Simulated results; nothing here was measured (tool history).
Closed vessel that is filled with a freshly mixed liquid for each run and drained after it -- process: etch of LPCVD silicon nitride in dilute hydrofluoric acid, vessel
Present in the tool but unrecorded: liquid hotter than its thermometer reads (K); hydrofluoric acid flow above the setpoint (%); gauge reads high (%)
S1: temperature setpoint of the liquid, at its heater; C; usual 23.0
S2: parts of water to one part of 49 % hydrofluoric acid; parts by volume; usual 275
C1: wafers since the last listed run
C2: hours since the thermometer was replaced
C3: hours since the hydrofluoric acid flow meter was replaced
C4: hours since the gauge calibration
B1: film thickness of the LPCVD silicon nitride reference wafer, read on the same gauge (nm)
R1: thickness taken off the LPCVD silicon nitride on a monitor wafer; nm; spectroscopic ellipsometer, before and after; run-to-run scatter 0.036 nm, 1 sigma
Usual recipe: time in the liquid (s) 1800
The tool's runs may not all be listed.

{"run": 1, "hour": 0.0, "S1": 25.5, "S2": 275, "time in the liquid (s)": 1800, "C1": 0, "C2": 1115.7, "C3": 492.6, "C4": 1254.7, "B1": 129.985, "R1": 3.959}
{"run": 2, "hour": 42.8, "S1": 23.0, "S2": 275, "time in the liquid (s)": 1800, "C1": 1710, "C2": 1158.5, "C3": 535.4, "C4": 1297.5, "B1": 129.979, "R1": 3.395}
{"run": 3, "hour": 107.6, "S1": 24.5, "S2": 275, "time in the liquid (s)": 1800, "C1": 2589, "C2": 1223.3, "C3": 600.2, "C4": 1362.3, "B1": 129.988, "R1": 3.762}
{"run": 4, "hour": 160.5, "S1": 24.5, "S2": 275, "time in the liquid (s)": 1800, "C1": 2114, "C2": 1276.2, "C3": 653.1, "C4": 1415.2, "B1": 129.984, "R1": 3.903}
{"run": 5, "hour": 268.3, "S1": 24.5, "S2": 275, "time in the liquid (s)": 1800, "C1": 4308, "C2": 1384.0, "C3": 760.9, "C4": 1523.0, "B1": 129.972, "R1": 3.898}
{"run": 6, "hour": 335.4, "S1": 23.0, "S2": 275, "time in the liquid (s)": 2605, "C1": 2681, "C2": 1451.1, "C3": 828.0, "C4": 1590.1, "B1": 130.006, "R1": 5.137}
{"run": 7, "hour": 392.8, "S1": 23.0, "S2": 275, "time in the liquid (s)": 2605, "C1": 2293, "C2": 1508.5, "C3": 885.4, "C4": 1647.5, "B1": 129.97, "R1": 5.068}
{"run": 8, "hour": 592.7, "S1": 23.0, "S2": 275, "time in the liquid (s)": 2605, "C1": 7988, "C2": 1708.4, "C3": 1085.3, "C4": 1847.4, "B1": 129.983, "R1": 5.197}
{"run": 9, "hour": 629.5, "S1": 21.0, "S2": 275, "time in the liquid (s)": 1800, "C1": 1470, "C2": 1745.2, "C3": 1122.1, "C4": 1884.2, "B1": 129.994, "R1": 3.142}
{"run": 10, "hour": 690.1, "S1": 21.0, "S2": 275, "time in the liquid (s)": 1800, "C1": 2421, "C2": 1805.8, "C3": 1182.7, "C4": 1944.8, "B1": 129.972, "R1": 3.176}
{"run": 11, "hour": 739.8, "S1": 21.0, "S2": 275, "time in the liquid (s)": 1800, "C1": 1986, "C2": 1855.5, "C3": 1232.4, "C4": 1994.5, "B1": 129.989, "R1": 3.166}
{"run": 12, "hour": 832.2, "S1": 23.0, "S2": 275, "time in the liquid (s)": 1800, "C1": 3692, "C2": 1947.9, "C3": 1324.8, "C4": 2086.9, "B1": 130.027, "R1": 3.601}
{"run": 13, "hour": 899.0, "S1": 23.0, "S2": 275, "time in the liquid (s)": 1800, "C1": 2669, "C2": 2014.7, "C3": 1391.6, "C4": 2153.7, "B1": 130.005, "R1": 3.612}
{"run": 14, "hour": 954.5, "S1": 23.0, "S2": 275, "time in the liquid (s)": 1800, "C1": 2217, "C2": 2070.2, "C3": 1447.1, "C4": 2209.2, "B1": 130.003, "R1": 3.554}
{"hour": 961.3, "done": "thermometer replaced"}
{"run": 15, "hour": 1051.1, "S1": 23.0, "S2": 275, "time in the liquid (s)": 1800, "C1": 3820, "C2": 89.8, "C3": 1543.7, "C4": 2305.8, "B1": 129.982, "R1": 3.333}
{"run": 16, "hour": 1091.3, "S1": 21.5, "S2": 150, "time in the liquid (s)": 1800, "C1": 1606, "C2": 130.0, "C3": 1583.9, "C4": 2346.0, "B1": 130.008, "R1": 5.536}
{"run": 17, "hour": 1198.7, "S1": 23.0, "S2": 275, "time in the liquid (s)": 1800, "C1": 4292, "C2": 237.4, "C3": 1691.3, "C4": 2453.4, "B1": 130.03, "R1": 3.322}
{"hour": 1224.3, "done": "gauge calibrated"}
{"run": 18, "hour": 1306.6, "S1": 23.0, "S2": 185, "time in the liquid (s)": 1800, "C1": 4312, "C2": 345.3, "C3": 1799.2, "C4": 82.3, "B1": 129.98, "R1": 5.042}
{"run": 19, "hour": 1343.6, "S1": 27.5, "S2": 390, "time in the liquid (s)": 2730, "C1": 1478, "C2": 382.3, "C3": 1836.2, "C4": 119.3, "B1": 130.008, "R1": 4.72}
{"run": 20, "hour": 1459.1, "S1": 19.0, "S2": 275, "time in the liquid (s)": 2500, "C1": 4615, "C2": 497.8, "C3": 1951.7, "C4": 234.8, "B1": 129.988, "R1": 3.703}
{"hour": 1496.5, "done": "hydrofluoric acid flow meter replaced"}
{"run": 21, "hour": 1507.7, "S1": 23.0, "S2": 220, "time in the liquid (s)": 1800, "C1": 1902, "C2": 546.4, "C3": 11.2, "C4": 283.4, "B1": 129.98, "R1": 4.294}
{"run": 22, "hour": 1569.6, "S1": 25.0, "S2": 275, "time in the liquid (s)": 1480, "C1": 2473, "C2": 608.3, "C3": 73.1, "C4": 345.3, "B1": 129.974, "R1": 3.157}
{"run": 23, "hour": 1613.4, "S1": 23.0, "S2": 375, "time in the liquid (s)": 1800, "C1": 1750, "C2": 652.1, "C3": 116.9, "C4": 389.1, "B1": 129.997, "R1": 2.534}
{"run": 24, "hour": 1814.8, "S1": 23.0, "S2": 275, "time in the liquid (s)": 1800, "C1": 8048, "C2": 853.5, "C3": 318.3, "C4": 590.5, "B1": 130.015, "R1": 3.387}

Run 25, settings as shown, results not yet in. Your forecast:
{"run": 25, "hour": 1914.6, "S1": 20.5, "S2": 235, "time in the liquid (s)": 1315, "C1": 3988, "C2": 953.3, "C3": 418.1, "C4": 690.3, "B1": "?", "R1": "?"}

Run 25 gave B1 129.990, R1 2.475 nm.
With the hidden condition absent and the run-to-run variation left alone, this run would have shown R1 2.372 nm.
